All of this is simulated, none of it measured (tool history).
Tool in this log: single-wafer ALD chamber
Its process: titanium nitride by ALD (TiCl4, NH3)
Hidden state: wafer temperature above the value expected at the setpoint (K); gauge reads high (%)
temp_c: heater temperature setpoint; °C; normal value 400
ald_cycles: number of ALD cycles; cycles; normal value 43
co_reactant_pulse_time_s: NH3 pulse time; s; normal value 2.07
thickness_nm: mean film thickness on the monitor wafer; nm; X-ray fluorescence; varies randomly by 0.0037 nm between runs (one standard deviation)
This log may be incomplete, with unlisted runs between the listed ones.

| run | day | temp_c | ald_cycles | co_reactant_pulse_time_s | wafers since the last listed run | hours since the last thermocouple change | hours since the showerhead was replaced | hours since the gauge calibration | read-back reference wafer on the same gauge, thickness_nm | thickness_nm |
|---|---|---|---|---|---|---|---|---|---|---|
| 1 | 0 | 389 | 43 | 2.07 | 0 | 624.9 | 3859.8 | 871.3 | 0.908 | 0.907 |
| 2 | 1.475 | 400 | 43 | 2.07 | 136 | 660.3 | 3895.2 | 906.7 | 0.908 | 0.913 |
| 3 | 4.3 | 400 | 43 | 2.07 | 261 | 728.1 | 3963 | 974.5 | 0.908 | 0.912 |
| 4 | 6.683 | 400 | 36 | 2.07 | 220 | 785.3 | 4020.2 | 1031.7 | 0.906 | 0.77 |
| 5 | 8.55 | 400 | 36 | 2.07 | 172 | 830.1 | 4065 | 1076.5 | 0.905 | 0.768 |
| 6 | 10.521 | 400 | 36 | 2.07 | 182 | 877.4 | 4112.3 | 1123.8 | 0.904 | 0.764 |
| 7 | 12.367 | 400 | 43 | 2.07 | 170 | 921.7 | 4156.6 | 1168.1 | 0.903 | 0.912 |
| 8 | 13.725 | 400 | 43 | 2.07 | 125 | 954.3 | 4189.2 | 1200.7 | 0.904 | 0.912 |
| 9 | 16.425 | 400 | 43 | 2.07 | 249 | 1019.1 | 4254 | 1265.5 | 0.902 | 0.912 |
| 10 | 18.962 | 400 | 43 | 2.07 | 234 | 1080 | 4314.9 | 1326.4 | 0.902 | 0.907 |
| 11 | 21.829 | 400 | 43 | 2.07 | 265 | 1148.8 | 4383.7 | 1395.2 | 0.903 | 0.911 |
| 12 | 23.417 | 400 | 43 | 2.07 | 146 | 1186.9 | 4421.8 | 1433.3 | 0.902 | 0.902 |
| 13 | 26.246 | 394 | 41 | 2.07 | 261 | 1254.8 | 4489.7 | 1501.2 | 0.901 | 0.867 |
| 14 | 27.983 | 394 | 41 | 2.07 | 160 | 1296.5 | 4531.4 | 1542.9 | 0.903 | 0.87 |
| 15 | 30.325 | 409 | 47 | 2.07 | 216 | 1352.7 | 4587.6 | 1599.1 | 0.901 | 0.991 |
| 16 | 31.675 | 400 | 43 | 2.07 | 124 | 1385.1 | 4620 | 1631.5 | 0.901 | 0.908 |
| 17 | 33.154 | 400 | 43 | 2.07 | 136 | 1420.6 | 4655.5 | 1667 | 0.9 | 0.911 |
| 18 | 34.254 | 400 | 43 | 2.07 | 101 | 1447 | 4681.9 | 1693.4 | 0.901 | 0.91 |
| 19 | 35.625 | 405 | 43 | 2.32 | 126 | 1479.9 | 4714.8 | 1726.3 | 0.9 | 0.914 |
|  | 37.883 | gauge calibrated |
|  | 38.296 | showerhead replaced |
| 20 | 38.317 | 400 | 43 | 1.76 | 218 | 1544.5 | 0.5 | 10.4 | 0.937 | 0.945 |
|  | 39.771 | thermocouple changed; heater temperature recalibrated |
| 21 | 40.304 | 400 | 43 | 1.81 | 152 | 12.8 | 48.2 | 58.1 | 0.935 | 0.941 |
| 22 | 41.45 | 394 | 41 | 2.07 | 105 | 40.3 | 75.7 | 85.6 | 0.933 | 0.893 |
| 23 | 44.317 | 400 | 43 | 2.07 | 265 | 109.1 | 144.5 | 154.4 | 0.929 | 0.934 |
| 24 | 45.729 | 394 | 40 | 1.67 | 130 | 143 | 178.4 | 188.3 | 0.927 | 0.859 |
| 25 | 46.967 | 400 | 38 | 2.07 | 114 | 172.7 | 208.1 | 218 | 0.927 | 0.832 |
| 26 | 49.858 | 400 | 43 | 2.07 | 267 | 242.1 | 277.5 | 287.4 | 0.922 | 0.932 |
| 27 | 51.942 | 409 | 49 | 2.07 | 192 | 292.1 | 327.5 | 337.4 | 0.922 | 1.06 |
| 28 | 53.488 | 406 | 51 | 2.07 | 142 | 329.2 | 364.6 | 374.5 | 0.918 | 1.105 |
| 29 | 54.779 | 414 | 43 | 2.44 | 119 | 360.2 | 395.6 | 405.5 | 0.918 | 0.94 |
| 30 | 56.871 | 400 | 46 | 2.07 | 193 | 410.4 | 445.8 | 455.7 | 0.916 | 0.995 |
| 31 | 62.388 | 400 | 49 | 2.85 | 510 | 542.8 | 578.2 | 588.1 | 0.911 | 1.062 |
| 32 | 71.088 | 389 | 43 | 1.73 | 804 | 751.6 | 787 | 796.9 | 0.906 | 0.9 |
| 33 | 72.342 | 392 | 43 | 2.07 | 115 | 781.7 | 817.1 | 827 | 0.907 | 0.918 |
| 34 | 73.354 | 385 | 38 | 1.49 | 93 | 806 | 841.4 | 851.3 | 0.906 | 0.787 |
| 35 | 75.133 | 409 | 43 | 2.07 | 164 | 848.7 | 884.1 | 894 | 0.905 | 0.923 |
| 36 | 77.333 | 400 | 43 | 2.07 | 203 | 901.5 | 936.9 | 946.8 | 0.904 | 0.914 |
| 37 | 80.092 | 400 | 48 | 2.07 | 255 | 967.7 | 1003.1 | 1013 | 0.903 | 1.023 |
| 38 | 81.129 | 406 | 43 | 2.67 | 95 | 992.6 | 1028 | 1037.9 | 0.903 | 0.921 |
| 39 | 82.917 | 412 | 37 | 1.86 | 165 | 1035.5 | 1070.9 | 1080.8 | 0.903 | 0.786 |
| 40 | 85.042 | 410 | 40 | 2.07 | 196 | 1086.5 | 1121.9 | 1131.8 | 0.903 | 0.85 |

Results per run with the tool's hidden condition removed, run-to-run variation unchanged:
| run | thickness_nm |
|---|---|
| 1 | 0.945 |
| 2 | 0.951 |
| 3 | 0.952 |
| 4 | 0.804 |
| 5 | 0.803 |
| 6 | 0.799 |
| 7 | 0.954 |
| 8 | 0.954 |
| 9 | 0.955 |
| 10 | 0.951 |
| 11 | 0.955 |
| 12 | 0.946 |
| 13 | 0.91 |
| 14 | 0.913 |
| 15 | 1.04 |
| 16 | 0.954 |
| 17 | 0.957 |
| 18 | 0.956 |
| 19 | 0.96 |
| 20 | 0.953 |
| 21 | 0.952 |
| 22 | 0.906 |
| 23 | 0.951 |
| 24 | 0.876 |
| 25 | 0.85 |
| 26 | 0.956 |
| 27 | 1.089 |
| 28 | 1.137 |
| 29 | 0.969 |
| 30 | 1.028 |
| 31 | 1.102 |
| 32 | 0.939 |
| 33 | 0.958 |
| 34 | 0.822 |
| 35 | 0.965 |
| 36 | 0.956 |
| 37 | 1.071 |
| 38 | 0.965 |
| 39 | 0.823 |
| 40 | 0.892 |
